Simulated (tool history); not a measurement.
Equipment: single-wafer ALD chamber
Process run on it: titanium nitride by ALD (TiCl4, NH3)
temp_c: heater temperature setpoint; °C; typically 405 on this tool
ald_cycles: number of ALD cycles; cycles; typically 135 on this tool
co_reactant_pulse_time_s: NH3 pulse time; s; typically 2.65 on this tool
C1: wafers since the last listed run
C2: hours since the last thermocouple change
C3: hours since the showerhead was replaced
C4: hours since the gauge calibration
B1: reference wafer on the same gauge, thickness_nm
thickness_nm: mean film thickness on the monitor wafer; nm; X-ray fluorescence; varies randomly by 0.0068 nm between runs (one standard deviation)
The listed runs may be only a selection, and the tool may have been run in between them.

Run 1, hour 0: usual settings but temp_c 411 °C; C1 0; C2 113.9; C3 4794.2; C4 745; B1 3.2. Result: thickness_nm 2.701 nm.
Run 2, hour 31.7: usual settings but temp_c 411 °C; C1 55; C2 145.6; C3 4825.9; C4 776.7; B1 3.195. Result: thickness_nm 2.685 nm.
Run 3, hour 82: usual settings but temp_c 411 °C; C1 87; C2 195.9; C3 4876.2; C4 827; B1 3.195. Result: thickness_nm 2.681 nm.
Run 4, hour 216.6: usual settings; C1 233; C2 330.5; C3 5010.8; C4 961.6; B1 3.183. Result: thickness_nm 2.692 nm.
Run 5, hour 279.1: usual settings; C1 108; C2 393; C3 5073.3; C4 1024.1; B1 3.183. Result: thickness_nm 2.686 nm.
At hour 318.3: gauge calibrated.
Run 6, hour 324.7: usual settings; C1 79; C2 438.6; C3 5118.9; C4 6.4; B1 3.251. Result: thickness_nm 2.745 nm.
Run 7, hour 374.5: usual settings; C1 86; C2 488.4; C3 5168.7; C4 56.2; B1 3.247. Result: thickness_nm 2.728 nm.
Run 8, hour 401.6: usual settings; C1 47; C2 515.5; C3 5195.8; C4 83.3; B1 3.249. Result: thickness_nm 2.736 nm.
Run 9, hour 472.7: usual settings but ald_cycles 150 cycles; C1 123; C2 586.6; C3 5266.9; C4 154.4; B1 3.239. Result: thickness_nm 3.04 nm.
Run 10, hour 516.8: usual settings but ald_cycles 150 cycles; C1 76; C2 630.7; C3 5311; C4 198.5; B1 3.239. Result: thickness_nm 3.024 nm.
Run 11, hour 543.9: usual settings; C1 47; C2 657.8; C3 5338.1; C4 225.6; B1 3.234. Result: thickness_nm 2.734 nm.
Run 12, hour 613.6: usual settings; C1 120; C2 727.5; C3 5407.8; C4 295.3; B1 3.23. Result: thickness_nm 2.73 nm.
At hour 666.1: thermocouple changed; heater temperature recalibrated.
Run 13, hour 679: usual settings; C1 99; C2 12.9; C3 5473.2; C4 360.7; B1 3.225. Result: thickness_nm 2.72 nm.
Run 14, hour 711.8: usual settings but ald_cycles 118 cycles; C1 56; C2 45.7; C3 5506; C4 393.5; B1 3.223. Result: thickness_nm 2.375 nm.
Run 15, hour 771.7: usual settings but ald_cycles 118 cycles; C1 103; C2 105.6; C3 5565.9; C4 453.4; B1 3.22. Result: thickness_nm 2.37 nm.
Run 16, hour 820.4: usual settings but ald_cycles 118 cycles; C1 84; C2 154.3; C3 5614.6; C4 502.1; B1 3.216. Result: thickness_nm 2.38 nm.
Run 17, hour 889.4: usual settings but temp_c 393 °C, ald_cycles 150 cycles, co_reactant_pulse_time_s 3.66 s; C1 119; C2 223.3; C3 5683.6; C4 571.1; B1 3.214. Result: thickness_nm 3.012 nm.
Run 18, hour 938.5: usual settings but temp_c 396 °C, ald_cycles 116 cycles, co_reactant_pulse_time_s 2.28 s; C1 85; C2 272.4; C3 5732.7; C4 620.2; B1 3.21. Result: thickness_nm 2.309 nm.
At hour 1003.3: showerhead replaced.
Run 19, hour 1034.9: usual settings but temp_c 416 °C, ald_cycles 148 cycles; C1 153; C2 368.8; C3 31.6; C4 716.6; B1 3.2. Result: thickness_nm 2.959 nm.
Run 20, hour 1092.3: usual settings but ald_cycles 122 cycles; C1 99; C2 426.2; C3 89; C4 774; B1 3.2. Result: thickness_nm 2.454 nm.
Run 21, hour 1157.8: usual settings; C1 113; C2 491.7; C3 154.5; C4 839.5; B1 3.198. Result: thickness_nm 2.7 nm.
Run 22, hour 1182.9: usual settings but temp_c 394 °C; C1 43; C2 516.8; C3 179.6; C4 864.6; B1 3.193. Result: thickness_nm 2.685 nm.
Run 23, hour 1254.1: usual settings; C1 123; C2 588; C3 250.8; C4 935.8; B1 3.193. Result: thickness_nm 2.701 nm.
Run 24, hour 1323.8: usual settings; C1 120; C2 657.7; C3 320.5; C4 1005.5; B1 3.184. Result: thickness_nm 2.695 nm.
Run 25, hour 1391.4: usual settings but temp_c 414 °C, ald_cycles 158 cycles; C1 117; C2 725.3; C3 388.1; C4 1073.1; B1 3.18. Result: thickness_nm 3.151 nm.
Run 26, hour 1457.8: usual settings but temp_c 396 °C, ald_cycles 158 cycles; C1 115; C2 791.7; C3 454.5; C4 1139.5; B1 3.175. Result: thickness_nm 3.111 nm.
Run 27, hour 1483.6: usual settings but temp_c 409 °C, ald_cycles 122 cycles, co_reactant_pulse_time_s 1.97 s; C1 44; C2 817.5; C3 480.3; C4 1165.3; B1 3.175. Result: thickness_nm 2.39 nm.
At hour 1514: gauge calibrated.
At hour 1515.3: thermocouple changed; heater temperature recalibrated.
Run 28, hour 1543.7: usual settings; C1 90; C2 28.4; C3 540.4; C4 29.7; B1 3.26. Result: thickness_nm 2.743 nm.
Run 29, hour 1597.2: usual settings but ald_cycles 142 cycles, co_reactant_pulse_time_s 1.65 s; C1 92; C2 81.9; C3 593.9; C4 83.2; B1 3.26. Result: thickness_nm 2.855 nm.
Run 30, hour 1639.7: usual settings but ald_cycles 118 cycles; C1 73; C2 124.4; C3 636.4; C4 125.7; B1 3.253. Result: thickness_nm 2.396 nm.
Run 31, hour 1709.7: usual settings but temp_c 401 °C, ald_cycles 153 cycles; C1 121; C2 194.4; C3 706.4; C4 195.7; B1 3.251. Result: thickness_nm 3.104 nm.
Run 32, hour 1741: usual settings but temp_c 414 °C; C1 54; C2 225.7; C3 737.7; C4 227; B1 3.252. Result: thickness_nm 2.745 nm.
Run 33, hour 1802: usual settings; C1 105; C2 286.7; C3 798.7; C4 288; B1 3.243. Result: thickness_nm 2.73 nm.
Run 34, hour 1833.7: usual settings but temp_c 409 °C, co_reactant_pulse_time_s 2.22 s; C1 55; C2 318.4; C3 830.4; C4 319.7; B1 3.242. Result: thickness_nm 2.733 nm.
Run 35, hour 1862.2: usual settings but temp_c 400 °C, co_reactant_pulse_time_s 3.01 s; C1 49; C2 346.9; C3 858.9; C4 348.2; B1 3.241. Result: thickness_nm 2.747 nm.
Run 36, hour 1907.8: usual settings but temp_c 420 °C, co_reactant_pulse_time_s 3.06 s; C1 79; C2 392.5; C3 904.5; C4 393.8; B1 3.24. Result: thickness_nm 2.753 nm.
Run 37, hour 1974.7: usual settings but temp_c 399 °C, ald_cycles 126 cycles, co_reactant_pulse_time_s 3.57 s; C1 116; C2 459.4; C3 971.4; C4 460.7; B1 3.231. Result: thickness_nm 2.553 nm.
Run 38, hour 2018.1: usual settings but ald_cycles 149 cycles; C1 75; C2 502.8; C3 1014.8; C4 504.1; B1 3.233. Result: thickness_nm 3.006 nm.
Run 39, hour 2064.5: usual settings but temp_c 397 °C, ald_cycles 145 cycles, co_reactant_pulse_time_s 3.04 s; C1 80; C2 549.2; C3 1061.2; C4 550.5; B1 3.229. Result: thickness_nm 2.936 nm.

4 ways to go on from here, each from the tool as it stands after run 39. What would each give?
Run A, hour 2065.2: usual settings; C1 1; C2 549.9; C3 1061.9; C4 551.2; B1 ?. Result: thickness_nm ?.
Run B, hour 2065.2: usual settings but temp_c 400 °C, ald_cycles 143 cycles, co_reactant_pulse_time_s 1.93 s; C1 1; C2 549.9; C3 1061.9; C4 551.2; B1 ?. Result: thickness_nm ?.
Run C, hour 2065.2: usual settings but ald_cycles 120 cycles, co_reactant_pulse_time_s 3.68 s; C1 1; C2 549.9; C3 1061.9; C4 551.2; B1 ?. Result: thickness_nm ?.
Run D, hour 2065.2: usual settings but ald_cycles 148 cycles; C1 1; C2 549.9; C3 1061.9; C4 551.2; B1 ?. Result: thickness_nm ?.

run     B1  thickness_nm
  A  3.231         2.708
  B  3.231         2.839
  C  3.231         2.427
  D  3.231         2.969
Take away the tool's hidden state, keep each run's random variation, and the runs would have read:
run  thickness_nm
  A         2.727
  B         2.858
  C         2.443
  D         2.989
